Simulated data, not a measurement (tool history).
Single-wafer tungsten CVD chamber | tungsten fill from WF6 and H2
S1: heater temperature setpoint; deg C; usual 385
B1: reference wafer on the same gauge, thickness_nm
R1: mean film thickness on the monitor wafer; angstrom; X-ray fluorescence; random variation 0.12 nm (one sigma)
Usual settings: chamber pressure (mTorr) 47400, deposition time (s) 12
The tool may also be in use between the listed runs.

{"run": 1, "hour": 0.0, "S1": 385, "chamber pressure (mTorr)": 55600, "deposition time (s)": 12.5, "B1": 29.188, "R1": 389.37}
{"run": 2, "hour": 16.4, "S1": 385, "chamber pressure (mTorr)": 55600, "deposition time (s)": 12.5, "B1": 29.165, "R1": 390.28}
{"hour": 21.1, "done": "gauge calibrated"}
{"run": 3, "hour": 29.9, "S1": 385, "chamber pressure (mTorr)": 55600, "deposition time (s)": 12.5, "B1": 29.247, "R1": 391.43}
{"run": 4, "hour": 37.1, "S1": 385, "chamber pressure (mTorr)": 47400, "deposition time (s)": 12, "B1": 29.21, "R1": 355.9}
{"run": 5, "hour": 48.6, "S1": 385, "chamber pressure (mTorr)": 47400, "deposition time (s)": 12, "B1": 29.191, "R1": 355.98}
{"run": 6, "hour": 65.7, "S1": 385, "chamber pressure (mTorr)": 47400, "deposition time (s)": 12, "B1": 29.196, "R1": 357.3}
{"run": 7, "hour": 78.0, "S1": 385, "chamber pressure (mTorr)": 47400, "deposition time (s)": 12, "B1": 29.175, "R1": 354.36}
{"run": 8, "hour": 92.1, "S1": 385, "chamber pressure (mTorr)": 55300, "deposition time (s)": 12, "B1": 29.25, "R1": 380.76}
{"run": 9, "hour": 99.4, "S1": 385, "chamber pressure (mTorr)": 55300, "deposition time (s)": 12, "B1": 29.239, "R1": 376.45}
{"run": 10, "hour": 106.7, "S1": 385, "chamber pressure (mTorr)": 55300, "deposition time (s)": 12, "B1": 29.201, "R1": 378.86}
{"run": 11, "hour": 119.2, "S1": 385, "chamber pressure (mTorr)": 47400, "deposition time (s)": 13.8, "B1": 29.193, "R1": 414.52}
{"run": 12, "hour": 132.5, "S1": 385, "chamber pressure (mTorr)": 47400, "deposition time (s)": 12, "B1": 29.259, "R1": 360.39}
{"run": 13, "hour": 148.0, "S1": 385, "chamber pressure (mTorr)": 55300, "deposition time (s)": 12, "B1": 29.219, "R1": 381.56}
{"run": 14, "hour": 155.6, "S1": 385, "chamber pressure (mTorr)": 47400, "deposition time (s)": 12, "B1": 29.182, "R1": 361.58}
{"hour": 166.0, "done": "showerhead replaced"}
{"run": 15, "hour": 166.5, "S1": 385, "chamber pressure (mTorr)": 55500, "deposition time (s)": 10.3, "B1": 29.174, "R1": 328.86}
{"hour": 178.3, "done": "thermocouple changed; heater temperature recalibrated"}
{"run": 16, "hour": 178.8, "S1": 385, "chamber pressure (mTorr)": 55700, "deposition time (s)": 13.9, "B1": 29.194, "R1": 404.82}
{"hour": 188.3, "done": "capacitance manometer re-zeroed and calibrated"}
{"run": 17, "hour": 188.8, "S1": 398, "chamber pressure (mTorr)": 58000, "deposition time (s)": 10.5, "B1": 29.176, "R1": 391.38}
{"run": 18, "hour": 194.0, "S1": 376, "chamber pressure (mTorr)": 47400, "deposition time (s)": 14.4, "B1": 29.224, "R1": 332.41}
{"hour": 198.2, "done": "gauge calibrated"}
{"run": 19, "hour": 200.9, "S1": 378, "chamber pressure (mTorr)": 52300, "deposition time (s)": 12, "B1": 29.209, "R1": 296.91}
{"run": 20, "hour": 208.9, "S1": 380, "chamber pressure (mTorr)": 47400, "deposition time (s)": 11.2, "B1": 29.227, "R1": 280.38}
{"run": 21, "hour": 216.0, "S1": 385, "chamber pressure (mTorr)": 55600, "deposition time (s)": 12.5, "B1": 29.191, "R1": 364.6}
{"run": 22, "hour": 228.4, "S1": 374, "chamber pressure (mTorr)": 35900, "deposition time (s)": 13.3, "B1": 29.205, "R1": 270.41}
{"run": 23, "hour": 241.2, "S1": 385, "chamber pressure (mTorr)": 47400, "deposition time (s)": 12, "B1": 29.187, "R1": 327.42}
{"run": 24, "hour": 252.7, "S1": 396, "chamber pressure (mTorr)": 51700, "deposition time (s)": 10.2, "B1": 29.165, "R1": 350.65}

Forecast each of these 3 alternatives for the next run:
{"run": "A", "hour": 253.1, "S1": 385, "chamber pressure (mTorr)": 47400, "deposition time (s)": 12, "B1": "?", "R1": "?"}
{"run": "B", "hour": 253.1, "S1": 393, "chamber pressure (mTorr)": 59000, "deposition time (s)": 12, "B1": "?", "R1": "?"}
{"run": "C", "hour": 253.1, "S1": 385, "chamber pressure (mTorr)": 47400, "deposition time (s)": 11.4, "B1": "?", "R1": "?"}

run=A B1=29.205 R1=329.4
run=B B1=29.205 R1=411.29
run=C B1=29.205 R1=312.87
Without the tool's hidden state the same runs would have given:
run=A R1=325.75
run=B R1=406.93
run=C R1=309.4

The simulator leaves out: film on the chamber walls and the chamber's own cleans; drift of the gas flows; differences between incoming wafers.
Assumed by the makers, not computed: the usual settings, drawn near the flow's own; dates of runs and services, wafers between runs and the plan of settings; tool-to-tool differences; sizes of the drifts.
